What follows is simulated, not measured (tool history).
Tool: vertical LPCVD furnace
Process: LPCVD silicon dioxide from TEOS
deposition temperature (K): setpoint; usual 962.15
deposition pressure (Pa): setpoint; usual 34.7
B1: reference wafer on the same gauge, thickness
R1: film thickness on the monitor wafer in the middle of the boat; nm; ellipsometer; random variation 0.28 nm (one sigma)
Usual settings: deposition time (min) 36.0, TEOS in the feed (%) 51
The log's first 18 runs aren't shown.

Run 19, hour 254.9: usual settings but deposition pressure (Pa) 30.0, deposition time (min) 45.5; B1 147.01. Result: R1 217.98 nm.
Run 20, hour 268.7: usual settings but deposition pressure (Pa) 37.3, TEOS in the feed (%) 59; B1 147.01. Result: R1 207.04 nm.
Run 21, hour 285.2: usual settings; B1 147.00. Result: R1 185.22 nm.
Run 22, hour 294.8: usual settings but deposition time (min) 42.0, TEOS in the feed (%) 54; B1 146.99. Result: R1 222.76 nm.
Run 23, hour 302.5: usual settings but deposition time (min) 48.0; B1 147.00. Result: R1 247.68 nm.
Run 24, hour 312.2: usual settings but deposition temperature (K) 957.15, deposition time (min) 42.0; B1 147.02. Result: R1 191.66 nm.
Run 25, hour 326.0: usual settings but deposition time (min) 30.5; B1 146.96. Result: R1 157.08 nm.
Run 26, hour 333.0: usual settings but deposition temperature (K) 969.15, deposition pressure (Pa) 32.0, deposition time (min) 31.0; B1 146.91. Result: R1 181.26 nm.
Run 27, hour 341.9: usual settings; B1 146.97. Result: R1 185.83 nm.
Run 28, hour 349.6: usual settings; B1 146.98. Result: R1 185.63 nm.
Run 29, hour 356.8: usual settings; B1 147.07. Result: R1 185.81 nm.

The next listed run, before its measurement:
Run 30, hour 363.0: usual settings but deposition temperature (K) 973.15, deposition pressure (Pa) 38.7, deposition time (min) 26.5, TEOS in the feed (%) 44; B1 ?. Result: R1 ?.

B1: 146.96
R1: 173.77 nm
Without the tool's hidden state the same run would have given R1 171.85 nm.
